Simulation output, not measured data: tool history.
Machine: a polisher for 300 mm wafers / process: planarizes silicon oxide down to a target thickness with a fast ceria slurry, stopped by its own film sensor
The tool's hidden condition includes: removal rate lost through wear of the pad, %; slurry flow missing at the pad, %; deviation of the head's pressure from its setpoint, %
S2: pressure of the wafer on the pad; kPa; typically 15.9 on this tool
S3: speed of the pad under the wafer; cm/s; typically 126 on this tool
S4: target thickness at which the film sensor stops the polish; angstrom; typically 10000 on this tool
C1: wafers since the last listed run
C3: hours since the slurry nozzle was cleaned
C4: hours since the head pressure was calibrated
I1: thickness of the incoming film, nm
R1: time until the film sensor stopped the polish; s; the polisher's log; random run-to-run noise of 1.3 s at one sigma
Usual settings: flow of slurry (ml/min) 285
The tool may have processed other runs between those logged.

Run 1, hour 0.0: usual settings; C1 0; wafers polished on this pad 297; C3 479.0; C4 668.8; I1 2107.5. Result: R1 78.8 s.
Run 2, hour 16.2: usual settings; C1 171; wafers polished on this pad 469; C3 495.2; C4 685.0; I1 2054.9. Result: R1 74.6 s.
Run 3, hour 28.2: usual settings; C1 127; wafers polished on this pad 596; C3 507.2; C4 697.0; I1 2073.2. Result: R1 74.6 s.
Run 4, hour 40.7: usual settings; C1 132; wafers polished on this pad 729; C3 519.7; C4 709.5; I1 2056.5. Result: R1 74.3 s.
Run 5, hour 54.3: usual settings; C1 144; wafers polished on this pad 873; C3 533.3; C4 723.1; I1 2070.7. Result: R1 76.4 s.
Run 6, hour 72.3: usual settings; C1 190; wafers polished on this pad 1064; C3 551.3; C4 741.1; I1 2016.2. Result: R1 70.3 s.
At hour 83.1: worn pad replaced by a new one.
Run 7, hour 105.7: usual settings; C1 311; wafers polished on this pad 239; C3 584.7; C4 774.5; I1 2080.1. Result: R1 73.3 s.
Run 8, hour 121.8: usual settings; C1 170; wafers polished on this pad 410; C3 600.8; C4 790.6; I1 2054.4. Result: R1 71.5 s.
Run 9, hour 136.0: usual settings; C1 150; wafers polished on this pad 560; C3 615.0; C4 804.8; I1 2085.7. Result: R1 74.5 s.
At hour 166.6: head pressure recalibrated.
Run 10, hour 168.1: usual settings but S2 11.0 kPa, S4 12050 angstrom; C1 319; wafers polished on this pad 880; C3 647.1; C4 1.5; I1 2031.2. Result: R1 74.3 s.
At hour 176.6: slurry nozzle cleaned.
At hour 177.4: worn pad replaced by a new one.
Run 11, hour 181.6: usual settings; C1 124; wafers polished on this pad 44; C3 5.0; C4 15.0; I1 2062.9. Result: R1 69.8 s.
Run 12, hour 213.5: usual settings; C1 338; wafers polished on this pad 382; C3 36.9; C4 46.9; I1 2071.5. Result: R1 70.8 s.
Run 13, hour 232.4: usual settings but flow of slurry (ml/min) 205, S2 18.6 kPa, S4 6630 angstrom; C1 200; wafers polished on this pad 583; C3 55.8; C4 65.8; I1 2024.8. Result: R1 79.8 s.
At hour 252.1: head pressure recalibrated, repeated, since the last time left the tool worse.
Run 14, hour 255.7: usual settings but flow of slurry (ml/min) 235, S2 20.7 kPa, S3 108 cm/s, S4 12500 angstrom; C1 226; wafers polished on this pad 809; C3 79.1; C4 3.6; I1 2052.0. Result: R1 56.3 s.
Run 15, hour 268.8: usual settings but flow of slurry (ml/min) 365, S3 152 cm/s, S4 6720 angstrom; C1 139; wafers polished on this pad 948; C3 92.2; C4 16.7; I1 2057.0. Result: R1 87.3 s.
At hour 281.4: worn pad replaced by a new one.
Run 16, hour 287.3: usual settings but flow of slurry (ml/min) 220, S2 11.0 kPa, S4 11940 angstrom; C1 153; wafers polished on this pad 62; C3 110.7; C4 35.2; I1 2056.9. Result: R1 94.5 s.
Run 17, hour 317.4: usual settings but flow of slurry (ml/min) 225, S2 10.3 kPa, S4 6790 angstrom; C1 319; wafers polished on this pad 381; C3 140.8; C4 65.3; I1 2066.0. Result: R1 166.0 s.
Run 18, hour 367.6: usual settings but S2 13.8 kPa, S4 8620 angstrom; C1 532; wafers polished on this pad 914; C3 191.0; C4 115.5; I1 2031.8. Result: R1 103.3 s.

Results per run with the tool's hidden condition removed, run-to-run variation unchanged:
run     R1
  1   83.4
  2   79.2
  3   79.3
  4   79.2
  5   81.7
  6   75.3
  7   79.1
  8   77.3
  9   80.7
 10   85.5
 11   80.3
 12   81.5
 13   91.9
 14   55.2
 15   85.7
 16   92.8
 17  163.0
 18  101.5
